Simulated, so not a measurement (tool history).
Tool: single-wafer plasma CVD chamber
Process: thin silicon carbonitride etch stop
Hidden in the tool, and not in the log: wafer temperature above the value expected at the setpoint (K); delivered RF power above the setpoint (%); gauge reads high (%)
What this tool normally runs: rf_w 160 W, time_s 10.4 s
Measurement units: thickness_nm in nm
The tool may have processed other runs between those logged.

run,hour,rf_w,time_s,wafers since the last listed run,hours since the last thermocouple change,hours since the last RF generator calibration,hours since the showerhead was replaced,hours since the gauge calibration,"read-back reference wafer on the same gauge, thickness_nm",thickness_nm
1,0.0,165,10.4,0,2527.9,289.2,2602.6,1232.8,6.601,5.754
2,12.5,175,8.8,439,2540.4,301.7,2615.1,1245.3,6.603,5.003
# hour 15.9: gauge calibrated
3,28.0,180,10.4,544,2555.9,317.2,2630.6,12.1,6.604,5.969
4,48.7,180,10.4,727,2576.6,337.9,2651.3,32.8,6.595,5.951
5,69.9,180,10.4,744,2597.8,359.1,2672.5,54.0,6.599,5.971
6,91.3,160,9.6,751,2619.2,380.5,2693.9,75.4,6.595,5.249
7,123.0,160,9.6,1113,2650.9,412.2,2725.6,107.1,6.599,5.238
8,149.1,160,10.4,916,2677.0,438.3,2751.7,133.2,6.598,5.688
9,182.7,150,10.9,1180,2710.6,471.9,2785.3,166.8,6.595,5.777
# hour 217.4: thermocouple changed; heater temperature recalibrated
10,217.9,150,10.9,955,0.5,507.1,2820.5,202.0,6.600,5.791
11,233.3,150,10.9,540,15.9,522.5,2835.9,217.4,6.596,5.794
12,251.0,160,10.4,621,33.6,540.2,2853.6,235.1,6.601,5.670
13,354.8,175,12.1,3646,137.4,644.0,2957.4,338.9,6.599,6.821
14,387.1,135,10.4,1134,169.7,676.3,2989.7,371.2,6.601,5.286
15,407.8,170,11.6,727,190.4,697.0,3010.4,391.9,6.604,6.472
16,422.9,145,11.6,530,205.5,712.1,3025.5,407.0,6.599,6.051
17,447.2,145,10.4,853,229.8,736.4,3049.8,431.3,6.600,5.465
18,459.3,185,9.3,425,241.9,748.5,3061.9,443.4,6.598,5.368
19,489.4,175,11.1,1057,272.0,778.6,3092.0,473.5,6.602,6.273
20,520.0,160,8.3,1074,302.6,809.2,3122.6,504.1,6.597,4.510
# hour 544.1: showerhead replaced
21,544.5,160,10.4,579,327.1,833.7,0.4,528.6,6.597,5.659
22,576.0,160,8.4,1106,358.6,865.2,31.9,560.1,6.604,4.551
23,593.2,160,12.0,604,375.8,882.4,49.1,577.3,6.603,6.540
24,607.3,160,10.4,495,389.9,896.5,63.2,591.4,6.601,5.663
25,640.6,160,11.5,1169,423.2,929.8,96.5,624.7,6.602,6.261
26,662.2,160,9.8,758,444.8,951.4,118.1,646.3,6.601,5.316
# hour 687.9: RF generator calibrated
27,688.4,160,10.4,639,471.0,0.5,144.3,672.5,6.596,5.715
28,710.3,160,10.4,769,492.9,22.4,166.2,694.4,6.597,5.729
29,731.9,140,9.9,758,514.5,44.0,187.8,716.0,6.596,5.131
30,759.2,140,11.4,959,541.8,71.3,215.1,743.3,6.599,5.924
31,791.8,130,9.2,1145,574.4,103.9,247.7,775.9,6.601,4.645
32,811.8,190,11.7,702,594.4,123.9,267.7,795.9,6.603,6.870
33,840.1,160,10.4,994,622.7,152.2,296.0,824.2,6.599,5.696
34,861.1,160,10.4,737,643.7,173.2,317.0,845.2,6.596,5.711
35,894.3,140,9.7,1166,676.9,206.4,350.2,878.4,6.599,5.023
36,921.1,160,10.4,941,703.7,233.2,377.0,905.2,6.600,5.691
37,1000.1,150,10.4,2775,782.7,312.2,456.0,984.2,6.594,5.564

Alternative continuations, all from the tool just after run 37; predict every row:
A,1000.5,170,10.4,14,783.1,312.6,456.4,984.6,?,?
B,1000.5,185,8.4,14,783.1,312.6,456.4,984.6,?,?
C,1000.5,185,10.4,14,783.1,312.6,456.4,984.6,?,?

run,"read-back reference wafer on the same gauge, thickness_nm",thickness_nm
A,6.600,5.837
B,6.600,4.875
C,6.600,6.036
What these runs would have given with no unlogged condition in the tool:
run,thickness_nm
A,5.883
B,4.913
C,6.083
